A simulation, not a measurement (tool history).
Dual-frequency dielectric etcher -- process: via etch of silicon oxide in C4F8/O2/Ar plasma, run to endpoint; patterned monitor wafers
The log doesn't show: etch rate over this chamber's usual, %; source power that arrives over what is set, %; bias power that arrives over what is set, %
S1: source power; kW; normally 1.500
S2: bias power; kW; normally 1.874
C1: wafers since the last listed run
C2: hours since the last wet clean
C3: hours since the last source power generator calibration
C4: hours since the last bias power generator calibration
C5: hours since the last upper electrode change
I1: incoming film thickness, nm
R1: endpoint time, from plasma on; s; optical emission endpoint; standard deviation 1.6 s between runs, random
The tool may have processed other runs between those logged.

Run 1, hour 0.0: usual settings; C1 0; C2 247.4; C3 4106.1; C4 1382.7; C5 4037.0; I1 1018.2. Result: R1 212.3 s.
Run 2, hour 53.7: usual settings; C1 300; C2 301.1; C3 4159.8; C4 1436.4; C5 4090.7; I1 1020.0. Result: R1 212.2 s.
Run 3, hour 105.2: usual settings; C1 288; C2 352.6; C3 4211.3; C4 1487.9; C5 4142.2; I1 1019.3. Result: R1 211.7 s.
Run 4, hour 151.8: usual settings; C1 260; C2 399.2; C3 4257.9; C4 1534.5; C5 4188.8; I1 1022.3. Result: R1 209.7 s.
Run 5, hour 220.9: usual settings but S2 1.658 kW; C1 386; C2 468.3; C3 4327.0; C4 1603.6; C5 4257.9; I1 1026.2. Result: R1 220.4 s.
Run 6, hour 288.4: usual settings but S2 1.658 kW; C1 377; C2 535.8; C3 4394.5; C4 1671.1; C5 4325.4; I1 1026.8. Result: R1 219.0 s.
At hour 366.3: wet clean of the chamber.
At hour 388.6: upper electrode replaced.
Run 7, hour 389.1: usual settings but S2 1.658 kW; C1 304; C2 22.8; C3 4495.2; C4 1771.8; C5 0.5; I1 1017.5. Result: R1 225.8 s.
Run 8, hour 411.7: usual settings; C1 126; C2 45.4; C3 4517.8; C4 1794.4; C5 23.1; I1 1026.9. Result: R1 217.2 s.
Run 9, hour 464.1: usual settings but S1 1.390 kW; C1 293; C2 97.8; C3 4570.2; C4 1846.8; C5 75.5; I1 1026.5. Result: R1 225.8 s.
At hour 476.1: bias power generator calibrated.
Run 10, hour 534.9: usual settings but S1 1.390 kW; C1 373; C2 168.6; C3 4641.0; C4 58.8; C5 146.3; I1 1025.9. Result: R1 223.3 s.
Run 11, hour 592.9: usual settings but S2 1.770 kW; C1 324; C2 226.6; C3 4699.0; C4 116.8; C5 204.3; I1 1029.9. Result: R1 218.7 s.
Run 12, hour 633.1: usual settings but S2 1.770 kW; C1 224; C2 266.8; C3 4739.2; C4 157.0; C5 244.5; I1 1006.6. Result: R1 217.8 s.
Run 13, hour 683.0: usual settings but S1 1.340 kW; C1 279; C2 316.7; C3 4789.1; C4 206.9; C5 294.4; I1 1019.1. Result: R1 224.4 s.
Run 14, hour 723.3: usual settings but S1 1.340 kW; C1 225; C2 357.0; C3 4829.4; C4 247.2; C5 334.7; I1 1032.4. Result: R1 225.4 s.
Run 15, hour 766.9: usual settings; C1 243; C2 400.6; C3 4873.0; C4 290.8; C5 378.3; I1 1015.1. Result: R1 206.1 s.
Run 16, hour 792.2: usual settings; C1 141; C2 425.9; C3 4898.3; C4 316.1; C5 403.6; I1 1018.4. Result: R1 211.3 s.
Run 17, hour 850.4: usual settings but S1 1.350 kW, S2 1.752 kW; C1 325; C2 484.1; C3 4956.5; C4 374.3; C5 461.8; I1 1028.9. Result: R1 229.8 s.
Run 18, hour 922.0: usual settings but S1 1.180 kW, S2 2.180 kW; C1 400; C2 555.7; C3 5028.1; C4 445.9; C5 533.4; I1 1020.7. Result: R1 220.2 s.
At hour 972.3: wet clean of the chamber.
Run 19, hour 972.8: usual settings but S1 1.600 kW, S2 2.215 kW; C1 149; C2 0.5; C3 5078.9; C4 496.7; C5 584.2; I1 1014.6. Result: R1 197.8 s.
Run 20, hour 1014.0: usual settings but S1 1.860 kW, S2 2.258 kW; C1 230; C2 41.7; C3 5120.1; C4 537.9; C5 625.4; I1 1025.5. Result: R1 183.3 s.
Run 21, hour 1046.3: usual settings but S1 1.180 kW, S2 1.546 kW; C1 180; C2 74.0; C3 5152.4; C4 570.2; C5 657.7; I1 1024.5. Result: R1 258.6 s.
Run 22, hour 1084.1: usual settings but S1 1.150 kW, S2 2.059 kW; C1 211; C2 111.8; C3 5190.2; C4 608.0; C5 695.5; I1 1021.3. Result: R1 236.9 s.
At hour 1127.5: source power generator calibrated.
Run 23, hour 1137.8: usual settings; C1 278; C2 165.5; C3 10.3; C4 661.7; C5 749.2; I1 1020.6. Result: R1 215.6 s.
Run 24, hour 1183.9: usual settings but S2 2.315 kW; C1 257; C2 211.6; C3 56.4; C4 707.8; C5 795.3; I1 1019.8. Result: R1 193.9 s.
Run 25, hour 1248.6: usual settings; C1 361; C2 276.3; C3 121.1; C4 772.5; C5 860.0; I1 1011.8. Result: R1 213.7 s.
Run 26, hour 1322.5: usual settings; C1 413; C2 350.2; C3 195.0; C4 846.4; C5 933.9; I1 1020.8. Result: R1 209.6 s.
Run 27, hour 1375.3: usual settings but S1 1.190 kW, S2 2.241 kW; C1 295; C2 403.0; C3 247.8; C4 899.2; C5 986.7; I1 1021.3. Result: R1 219.4 s.
Run 28, hour 1416.6: usual settings but S1 1.620 kW, S2 2.306 kW; C1 231; C2 444.3; C3 289.1; C4 940.5; C5 1028.0; I1 1018.2. Result: R1 187.1 s.
Run 29, hour 1459.7: usual settings but S1 1.150 kW, S2 2.191 kW; C1 241; C2 487.4; C3 332.2; C4 983.6; C5 1071.1; I1 1024.7. Result: R1 223.4 s.
Run 30, hour 1518.5: usual settings but S1 1.320 kW; C1 328; C2 546.2; C3 391.0; C4 1042.4; C5 1129.9; I1 1016.5. Result: R1 217.9 s.
Run 31, hour 1559.8: usual settings; C1 231; C2 587.5; C3 432.3; C4 1083.7; C5 1171.2; I1 1024.4. Result: R1 208.1 s.
At hour 1610.1: wet clean of the chamber.
Run 32, hour 1610.6: usual settings; C1 149; C2 0.5; C3 483.1; C4 1134.5; C5 1222.0; I1 1023.9. Result: R1 218.7 s.
Run 33, hour 1662.1: usual settings but S1 1.300 kW, S2 1.552 kW; C1 288; C2 52.0; C3 534.6; C4 1186.0; C5 1273.5; I1 1042.1. Result: R1 253.1 s.
Run 34, hour 1692.4: usual settings but S1 1.610 kW, S2 1.456 kW; C1 169; C2 82.3; C3 564.9; C4 1216.3; C5 1303.8; I1 1033.4. Result: R1 230.6 s.
Run 35, hour 1721.7: usual settings but S1 1.180 kW, S2 2.107 kW; C1 163; C2 111.6; C3 594.2; C4 1245.6; C5 1333.1; I1 1015.5. Result: R1 228.4 s.
Run 36, hour 1790.5: usual settings; C1 384; C2 180.4; C3 663.0; C4 1314.4; C5 1401.9; I1 1027.9. Result: R1 218.0 s.

Below are 3 alternative next runs, each starting from the tool's condition after run 36. Predict each:
Run A, hour 1791.0: usual settings but S2 1.543 kW; C1 2; C2 180.9; C3 663.5; C4 1314.9; C5 1402.4; I1 1028.1. Result: R1 ?.
Run B, hour 1791.0: usual settings but S1 1.860 kW, S2 1.696 kW; C1 2; C2 180.9; C3 663.5; C4 1314.9; C5 1402.4; I1 1028.1. Result: R1 ?.
Run C, hour 1791.0: usual settings but S1 1.380 kW; C1 2; C2 180.9; C3 663.5; C4 1314.9; C5 1402.4; I1 1028.1. Result: R1 ?.

run     R1
  A  230.5
  B  201.7
  C  223.7
Take away the tool's hidden state, keep each run's random variation, and the runs would have read:
run     R1
  A  234.8
  B  205.4
  C  227.8
